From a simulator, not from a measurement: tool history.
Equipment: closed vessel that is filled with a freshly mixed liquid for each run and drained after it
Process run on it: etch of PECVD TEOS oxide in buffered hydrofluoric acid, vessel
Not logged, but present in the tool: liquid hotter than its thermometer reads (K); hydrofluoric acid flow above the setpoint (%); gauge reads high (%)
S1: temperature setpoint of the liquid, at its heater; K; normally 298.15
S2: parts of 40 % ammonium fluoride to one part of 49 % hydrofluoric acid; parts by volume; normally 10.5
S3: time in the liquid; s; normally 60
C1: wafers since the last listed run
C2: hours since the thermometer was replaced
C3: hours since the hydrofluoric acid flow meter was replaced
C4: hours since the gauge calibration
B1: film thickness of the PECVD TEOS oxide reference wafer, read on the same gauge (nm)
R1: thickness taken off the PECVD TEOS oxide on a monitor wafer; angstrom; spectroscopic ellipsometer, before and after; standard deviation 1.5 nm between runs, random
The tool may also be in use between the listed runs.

Run 1, hour 0: usual settings but S2 9.5 parts by volume; C1 0; C2 886; C3 1425.1; C4 857.1; B1 31.22. Result: R1 2496.4 angstrom.
Run 2, hour 34.6: usual settings but S2 9.5 parts by volume; C1 4913; C2 920.6; C3 1459.7; C4 891.7; B1 31.25. Result: R1 2506.3 angstrom.
Run 3, hour 55.8: usual settings but S2 9.5 parts by volume; C1 3010; C2 941.8; C3 1480.9; C4 912.9; B1 31.26. Result: R1 2529.8 angstrom.
Run 4, hour 69.9: usual settings but S2 11.5 parts by volume, S3 75 s; C1 2002; C2 955.9; C3 1495; C4 927; B1 31.26. Result: R1 2638.4 angstrom.
Run 5, hour 95.5: usual settings but S2 11.5 parts by volume, S3 75 s; C1 3635; C2 981.5; C3 1520.6; C4 952.6; B1 31.26. Result: R1 2659.1 angstrom.
Run 6, hour 124.5: usual settings; C1 4118; C2 1010.5; C3 1549.6; C4 981.6; B1 31.3. Result: R1 2294.2 angstrom.
At hour 144.8: hydrofluoric acid flow meter replaced.
Run 7, hour 145.6: usual settings; C1 2854; C2 1031.6; C3 0.8; C4 1002.7; B1 31.29. Result: R1 2301.4 angstrom.
Run 8, hour 158.2: usual settings; C1 1789; C2 1044.2; C3 13.4; C4 1015.3; B1 31.29. Result: R1 2312.1 angstrom.
At hour 162.9: gauge calibrated.
Run 9, hour 193.8: usual settings but S1 301.65 K; C1 5055; C2 1079.8; C3 49; C4 30.9; B1 30.19. Result: R1 2690 angstrom.
Run 10, hour 209.5: usual settings but S1 301.65 K; C1 2229; C2 1095.5; C3 64.7; C4 46.6; B1 30.24. Result: R1 2687.3 angstrom.
Run 11, hour 231.7: usual settings but S1 301.65 K, S2 12 parts by volume; C1 3152; C2 1117.7; C3 86.9; C4 68.8; B1 30.33. Result: R1 2409.8 angstrom.
Run 12, hour 259.5: usual settings but S2 11.5 parts by volume; C1 3948; C2 1145.5; C3 114.7; C4 96.6; B1 30.39. Result: R1 2061.1 angstrom.
Run 13, hour 276.8: usual settings but S2 13 parts by volume; C1 2456; C2 1162.8; C3 132; C4 113.9; B1 30.45. Result: R1 1814.1 angstrom.
Run 14, hour 310.1: usual settings but S1 293.65 K, S2 8 parts by volume, S3 35 s; C1 4729; C2 1196.1; C3 165.3; C4 147.2; B1 30.53. Result: R1 1306.5 angstrom.
Run 15, hour 334.7: usual settings; C1 3493; C2 1220.7; C3 189.9; C4 171.8; B1 30.59. Result: R1 2244 angstrom.
Run 16, hour 368.3: usual settings but S3 75 s; C1 4771; C2 1254.3; C3 223.5; C4 205.4; B1 30.66. Result: R1 2797.7 angstrom.
Run 17, hour 380.9: usual settings but S1 296.65 K, S2 7 parts by volume, S3 50 s; C1 1789; C2 1266.9; C3 236.1; C4 218; B1 30.71. Result: R1 2552.8 angstrom.
At hour 399.6: thermometer replaced.
Run 18, hour 405.8: usual settings but S1 302.65 K, S2 7.5 parts by volume, S3 70 s; C1 3394; C2 6.2; C3 261; C4 242.9; B1 30.76. Result: R1 4636.1 angstrom.
Run 19, hour 438.5: usual settings; C1 4643; C2 38.9; C3 293.7; C4 275.6; B1 30.83. Result: R1 2290.5 angstrom.
Run 20, hour 469.3: usual settings but S1 301.15 K, S2 8 parts by volume, S3 35 s; C1 4374; C2 69.7; C3 324.5; C4 306.4; B1 30.88. Result: R1 1962.8 angstrom.
Run 21, hour 485.5: usual settings but S1 301.65 K, S2 9.5 parts by volume, S3 90 s; C1 2300; C2 85.9; C3 340.7; C4 322.6; B1 30.9. Result: R1 4437.6 angstrom.
Run 22, hour 510.6: usual settings but S1 301.15 K, S2 13.5 parts by volume, S3 90 s; C1 3564; C2 111; C3 365.8; C4 347.7; B1 30.94. Result: R1 3179 angstrom.
Run 23, hour 539.9: usual settings but S1 295.65 K, S2 14 parts by volume, S3 80 s; C1 4161; C2 140.3; C3 395.1; C4 377; B1 31. Result: R1 2006 angstrom.
Run 24, hour 558.6: usual settings but S1 302.65 K, S2 14 parts by volume, S3 80 s; C1 2655; C2 159; C3 413.8; C4 395.7; B1 31.02. Result: R1 2947.3 angstrom.
Run 25, hour 582.7: usual settings; C1 3422; C2 183.1; C3 437.9; C4 419.8; B1 31.04. Result: R1 2279.7 angstrom.
Run 26, hour 607.6: usual settings but S1 294.15 K, S3 40 s; C1 3536; C2 208; C3 462.8; C4 444.7; B1 31.07. Result: R1 1233.7 angstrom.

Forecast run 27:
Run 27, hour 640.3: usual settings but S1 301.65 K, S2 14 parts by volume, S3 40 s; C1 4643; C2 240.7; C3 495.5; C4 477.4; B1 ?. Result: R1 ?.

Logged for run 27: B1 31.13, R1 1394.2 angstrom.
If the tool had no hidden condition, the same run with the same run-to-run variation would have returned R1 1343.9 angstrom.
